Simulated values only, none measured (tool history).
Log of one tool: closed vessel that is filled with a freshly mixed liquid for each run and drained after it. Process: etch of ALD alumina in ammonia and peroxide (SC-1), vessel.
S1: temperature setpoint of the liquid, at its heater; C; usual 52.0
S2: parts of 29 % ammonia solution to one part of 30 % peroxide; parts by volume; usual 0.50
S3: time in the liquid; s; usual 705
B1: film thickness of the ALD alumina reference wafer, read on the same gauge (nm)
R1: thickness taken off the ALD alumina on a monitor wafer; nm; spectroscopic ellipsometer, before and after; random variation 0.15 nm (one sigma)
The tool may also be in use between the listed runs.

run 1 day=0.000 | S1=52.0 S2=0.50 S3=705 | B1=80.05 | R1=38.89
run 2 day=1.942 | S1=52.0 S2=0.50 S3=705 | B1=80.00 | R1=38.54
-- day=3.012 new drum of ammonia solution connected
run 3 day=3.825 | S1=44.5 S2=0.50 S3=705 | B1=80.02 | R1=25.74
run 4 day=6.838 | S1=52.0 S2=0.50 S3=865 | B1=80.00 | R1=47.52
run 5 day=9.642 | S1=52.0 S2=0.50 S3=705 | B1=79.99 | R1=38.58
run 6 day=13.912 | S1=52.0 S2=0.50 S3=705 | B1=79.98 | R1=38.99
run 7 day=16.225 | S1=52.0 S2=0.50 S3=705 | B1=79.98 | R1=38.68
run 8 day=20.204 | S1=52.0 S2=0.50 S3=705 | B1=79.97 | R1=38.85
-- day=27.088 new drum of ammonia solution connected
run 9 day=28.529 | S1=52.0 S2=0.50 S3=705 | B1=80.01 | R1=38.64
-- day=30.921 ammonia flow meter replaced
run 10 day=32.333 | S1=52.0 S2=0.50 S3=705 | B1=80.02 | R1=38.85
-- day=34.142 gauge calibrated
run 11 day=37.604 | S1=52.0 S2=0.50 S3=705 | B1=80.00 | R1=39.31
run 12 day=39.504 | S1=52.0 S2=0.65 S3=955 | B1=80.00 | R1=54.24
-- day=40.375 thermometer replaced
run 13 day=41.038 | S1=60.5 S2=0.70 S3=540 | B1=80.00 | R1=48.47
run 14 day=42.717 | S1=52.0 S2=0.70 S3=1070 | B1=79.96 | R1=61.01
run 15 day=44.417 | S1=52.0 S2=0.50 S3=705 | B1=80.00 | R1=38.75
run 16 day=46.933 | S1=52.0 S2=0.30 S3=935 | B1=79.99 | R1=48.93
run 17 day=49.942 | S1=60.0 S2=0.45 S3=1055 | B1=80.03 | R1=87.87
-- day=50.996 new drum of ammonia solution connected
run 18 day=53.933 | S1=44.0 S2=0.35 S3=500 | B1=80.02 | R1=17.03
run 19 day=57.383 | S1=52.0 S2=0.50 S3=705 | B1=80.02 | R1=39.04
run 20 day=59.454 | S1=52.0 S2=0.50 S3=370 | B1=80.00 | R1=20.44
run 21 day=62.442 | S1=52.0 S2=0.25 S3=1045 | B1=79.99 | R1=54.01
run 22 day=64.775 | S1=52.0 S2=0.50 S3=840 | B1=79.98 | R1=46.23
run 23 day=67.829 | S1=52.0 S2=0.50 S3=875 | B1=80.00 | R1=48.07
run 24 day=70.204 | S1=52.0 S2=0.50 S3=705 | B1=80.01 | R1=38.86
-- day=73.071 new drum of ammonia solution connected
run 25 day=73.925 | S1=43.5 S2=0.50 S3=535 | B1=80.02 | R1=18.25
run 26 day=75.975 | S1=46.5 S2=0.40 S3=865 | B1=80.02 | R1=34.50
run 27 day=79.804 | S1=52.0 S2=0.50 S3=830 | B1=79.99 | R1=45.77
run 28 day=82.867 | S1=52.0 S2=0.50 S3=705 | B1=80.02 | R1=38.86

5 ways to go on from here, each from the tool as it stands after run 28. What would each give?
run A day=82.900 | S1=52.0 S2=0.50 S3=705 | B1=? | R1=?
run B day=82.900 | S1=56.0 S2=0.60 S3=705 | B1=? | R1=?
run C day=82.900 | S1=44.0 S2=0.50 S3=1030 | B1=? | R1=?
run D day=82.900 | S1=56.5 S2=0.65 S3=1100 | B1=? | R1=?
run E day=82.900 | S1=52.0 S2=0.30 S3=705 | B1=? | R1=?

run=A B1=79.98 R1=39.08
run=B B1=79.98 R1=49.25
run=C B1=79.98 R1=36.55
run=D B1=79.98 R1=79.49
run=E B1=79.98 R1=37.24
Without the tool's hidden state the same runs would have given:
run=A R1=39.39
run=B R1=49.63
run=C R1=36.84
run=D R1=80.11
run=E R1=37.53

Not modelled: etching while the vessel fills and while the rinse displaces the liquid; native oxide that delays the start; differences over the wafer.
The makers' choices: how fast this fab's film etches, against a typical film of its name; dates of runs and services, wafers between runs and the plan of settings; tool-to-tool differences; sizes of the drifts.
